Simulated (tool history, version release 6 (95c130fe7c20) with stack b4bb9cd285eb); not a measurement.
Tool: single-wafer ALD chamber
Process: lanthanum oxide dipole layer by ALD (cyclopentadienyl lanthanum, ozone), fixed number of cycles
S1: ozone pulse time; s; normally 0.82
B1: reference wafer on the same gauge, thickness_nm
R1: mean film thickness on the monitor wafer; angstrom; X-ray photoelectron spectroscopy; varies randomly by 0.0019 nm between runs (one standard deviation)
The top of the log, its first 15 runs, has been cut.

run,hour,S1,B1,R1
16,679.4,0.6,0.463,4.72
17,715.7,0.74,0.463,4.91
18,751.2,1.03,0.463,5.27
19,793.8,0.71,0.463,4.88
20,838.2,0.58,0.463,4.69
21,878.6,0.58,0.463,4.68
22,927,0.82,0.463,5.03
# hour 951.7: thermocouple changed; heater temperature recalibrated
23,994.4,0.82,0.463,5.01
# hour 1025.5: gauge calibrated
24,1028.8,1.01,0.463,5.27
25,1073.4,0.52,0.463,4.57
26,1113.6,0.56,0.462,4.61
27,1150.6,0.82,0.463,5.04
# hour 1207.3: ozone generator serviced
28,1208.8,0.66,0.463,4.8
29,1275.3,0.51,0.462,4.57
30,1341.9,1.14,0.462,5.39
31,1383.8,0.55,0.462,4.61
32,1519.4,0.82,0.463,5.05
33,1585.3,0.53,0.463,4.59
34,1632.8,0.5,0.463,4.53
35,1686.5,0.82,0.464,5.04

Below are 3 alternative next runs, each starting from the tool's condition after run 35. Predict each:
A,1686.9,0.82,?,?
B,1686.9,1.11,?,?
C,1686.9,0.95,?,?

run,B1,R1
A,0.463,5.02
B,0.463,5.34
C,0.463,5.18
Had the tool no hidden state, the same runs would have come out as:
run,R1
A,5.02
B,5.34
C,5.18
